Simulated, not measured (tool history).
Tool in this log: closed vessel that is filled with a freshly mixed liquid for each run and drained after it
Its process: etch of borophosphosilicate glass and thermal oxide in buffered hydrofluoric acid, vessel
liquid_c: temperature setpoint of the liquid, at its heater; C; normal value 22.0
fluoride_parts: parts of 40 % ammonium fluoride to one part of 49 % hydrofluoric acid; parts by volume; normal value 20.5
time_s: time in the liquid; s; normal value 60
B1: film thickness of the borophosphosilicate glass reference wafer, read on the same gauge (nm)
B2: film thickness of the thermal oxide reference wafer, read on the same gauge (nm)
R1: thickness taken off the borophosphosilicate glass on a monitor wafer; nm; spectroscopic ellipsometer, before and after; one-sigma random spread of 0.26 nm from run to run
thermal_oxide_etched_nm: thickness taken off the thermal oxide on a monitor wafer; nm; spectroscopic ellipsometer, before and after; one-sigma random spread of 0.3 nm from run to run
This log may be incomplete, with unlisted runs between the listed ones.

{"run": 1, "hour": 0.0, "liquid_c": 24.5, "fluoride_parts": 20.5, "time_s": 60, "B1": 60.01, "B2": 40.0, "R1": 51.05, "thermal_oxide_etched_nm": 33.79}
{"run": 2, "hour": 44.0, "liquid_c": 24.5, "fluoride_parts": 20.5, "time_s": 60, "B1": 60.01, "B2": 40.02, "R1": 50.89, "thermal_oxide_etched_nm": 33.42}
{"run": 3, "hour": 86.7, "liquid_c": 22.0, "fluoride_parts": 28.5, "time_s": 50, "B1": 60.02, "B2": 40.0, "R1": 29.69, "thermal_oxide_etched_nm": 19.21}
{"run": 4, "hour": 148.1, "liquid_c": 24.5, "fluoride_parts": 20.5, "time_s": 60, "B1": 59.96, "B2": 39.98, "R1": 51.19, "thermal_oxide_etched_nm": 33.11}
{"run": 5, "hour": 199.4, "liquid_c": 25.5, "fluoride_parts": 20.5, "time_s": 85, "B1": 60.0, "B2": 39.99, "R1": 75.96, "thermal_oxide_etched_nm": 49.8}
{"hour": 207.9, "done": "thermometer replaced"}
{"run": 6, "hour": 262.3, "liquid_c": 20.0, "fluoride_parts": 20.5, "time_s": 80, "B1": 60.02, "B2": 40.01, "R1": 54.48, "thermal_oxide_etched_nm": 34.78}
{"run": 7, "hour": 291.9, "liquid_c": 22.0, "fluoride_parts": 20.5, "time_s": 60, "B1": 60.0, "B2": 39.99, "R1": 45.1, "thermal_oxide_etched_nm": 29.77}
{"hour": 298.1, "done": "gauge calibrated"}
{"run": 8, "hour": 341.3, "liquid_c": 26.5, "fluoride_parts": 24.0, "time_s": 30, "B1": 59.99, "B2": 40.03, "R1": 26.04, "thermal_oxide_etched_nm": 17.03}
{"run": 9, "hour": 371.8, "liquid_c": 18.0, "fluoride_parts": 20.5, "time_s": 50, "B1": 60.03, "B2": 40.03, "R1": 30.28, "thermal_oxide_etched_nm": 19.62}
{"run": 10, "hour": 418.8, "liquid_c": 17.5, "fluoride_parts": 23.5, "time_s": 60, "B1": 60.01, "B2": 40.02, "R1": 32.2, "thermal_oxide_etched_nm": 20.97}
{"run": 11, "hour": 448.6, "liquid_c": 22.0, "fluoride_parts": 20.5, "time_s": 60, "B1": 59.99, "B2": 39.99, "R1": 45.6, "thermal_oxide_etched_nm": 29.39}
{"run": 12, "hour": 495.9, "liquid_c": 18.5, "fluoride_parts": 24.0, "time_s": 45, "B1": 60.02, "B2": 40.01, "R1": 25.06, "thermal_oxide_etched_nm": 16.48}
{"run": 13, "hour": 564.4, "liquid_c": 22.0, "fluoride_parts": 20.5, "time_s": 60, "B1": 60.0, "B2": 40.01, "R1": 45.64, "thermal_oxide_etched_nm": 28.95}
{"run": 14, "hour": 605.5, "liquid_c": 26.5, "fluoride_parts": 20.5, "time_s": 40, "B1": 60.03, "B2": 39.97, "R1": 38.58, "thermal_oxide_etched_nm": 24.95}
{"run": 15, "hour": 631.4, "liquid_c": 17.5, "fluoride_parts": 25.5, "time_s": 50, "B1": 60.02, "B2": 39.99, "R1": 25.36, "thermal_oxide_etched_nm": 16.5}
{"hour": 670.0, "done": "hydrofluoric acid flow meter replaced"}
{"run": 16, "hour": 694.4, "liquid_c": 18.5, "fluoride_parts": 22.5, "time_s": 35, "B1": 59.99, "B2": 40.01, "R1": 20.19, "thermal_oxide_etched_nm": 13.26}
{"run": 17, "hour": 747.9, "liquid_c": 22.0, "fluoride_parts": 20.5, "time_s": 30, "B1": 59.98, "B2": 40.0, "R1": 22.58, "thermal_oxide_etched_nm": 14.75}
{"run": 18, "hour": 890.3, "liquid_c": 26.0, "fluoride_parts": 18.0, "time_s": 40, "B1": 60.0, "B2": 40.01, "R1": 41.97, "thermal_oxide_etched_nm": 27.64}
{"run": 19, "hour": 1089.8, "liquid_c": 22.0, "fluoride_parts": 20.5, "time_s": 60, "B1": 59.99, "B2": 40.04, "R1": 44.51, "thermal_oxide_etched_nm": 29.05}
{"run": 20, "hour": 1134.8, "liquid_c": 22.0, "fluoride_parts": 20.5, "time_s": 75, "B1": 59.98, "B2": 40.01, "R1": 55.19, "thermal_oxide_etched_nm": 36.3}
{"run": 21, "hour": 1173.2, "liquid_c": 22.0, "fluoride_parts": 20.5, "time_s": 60, "B1": 60.03, "B2": 40.01, "R1": 44.54, "thermal_oxide_etched_nm": 29.25}
{"run": 22, "hour": 1236.1, "liquid_c": 22.0, "fluoride_parts": 20.5, "time_s": 60, "B1": 59.98, "B2": 40.0, "R1": 44.7, "thermal_oxide_etched_nm": 29.08}
{"run": 23, "hour": 1260.5, "liquid_c": 26.0, "fluoride_parts": 15.5, "time_s": 80, "B1": 60.06, "B2": 40.02, "R1": 95.66, "thermal_oxide_etched_nm": 62.73}
{"run": 24, "hour": 1467.4, "liquid_c": 20.5, "fluoride_parts": 22.5, "time_s": 30, "B1": 59.97, "B2": 40.03, "R1": 19.15, "thermal_oxide_etched_nm": 12.64}

Branching from run 24: 5 alternative next runs. What would each branch give?
{"run": "A", "hour": 1468.1, "liquid_c": 22.0, "fluoride_parts": 20.5, "time_s": 60, "B1": "?", "B2": "?", "R1": "?", "thermal_oxide_etched_nm": "?"}
{"run": "B", "hour": 1468.1, "liquid_c": 23.5, "fluoride_parts": 20.5, "time_s": 95, "B1": "?", "B2": "?", "R1": "?", "thermal_oxide_etched_nm": "?"}
{"run": "C", "hour": 1468.1, "liquid_c": 19.0, "fluoride_parts": 18.0, "time_s": 50, "B1": "?", "B2": "?", "R1": "?", "thermal_oxide_etched_nm": "?"}
{"run": "D", "hour": 1468.1, "liquid_c": 17.5, "fluoride_parts": 20.5, "time_s": 60, "B1": "?", "B2": "?", "R1": "?", "thermal_oxide_etched_nm": "?"}
{"run": "E", "hour": 1468.1, "liquid_c": 24.0, "fluoride_parts": 25.0, "time_s": 60, "B1": "?", "B2": "?", "R1": "?", "thermal_oxide_etched_nm": "?"}

run=A B1=60.02 B2=39.99 R1=44.24 thermal_oxide_etched_nm=28.27
run=B B1=60.02 B2=39.99 R1=76.05 thermal_oxide_etched_nm=48.64
run=C B1=60.02 B2=39.99 R1=35.24 thermal_oxide_etched_nm=22.46
run=D B1=60.02 B2=39.99 R1=34.40 thermal_oxide_etched_nm=21.92
run=E B1=60.02 B2=39.99 R1=43.03 thermal_oxide_etched_nm=27.54
With no hidden state in the tool, these same runs would have given:
run=A R1=45.95 thermal_oxide_etched_nm=29.37
run=B R1=78.97 thermal_oxide_etched_nm=50.52
run=C R1=36.62 thermal_oxide_etched_nm=23.36
run=D R1=35.77 thermal_oxide_etched_nm=22.80
run=E R1=44.68 thermal_oxide_etched_nm=28.61

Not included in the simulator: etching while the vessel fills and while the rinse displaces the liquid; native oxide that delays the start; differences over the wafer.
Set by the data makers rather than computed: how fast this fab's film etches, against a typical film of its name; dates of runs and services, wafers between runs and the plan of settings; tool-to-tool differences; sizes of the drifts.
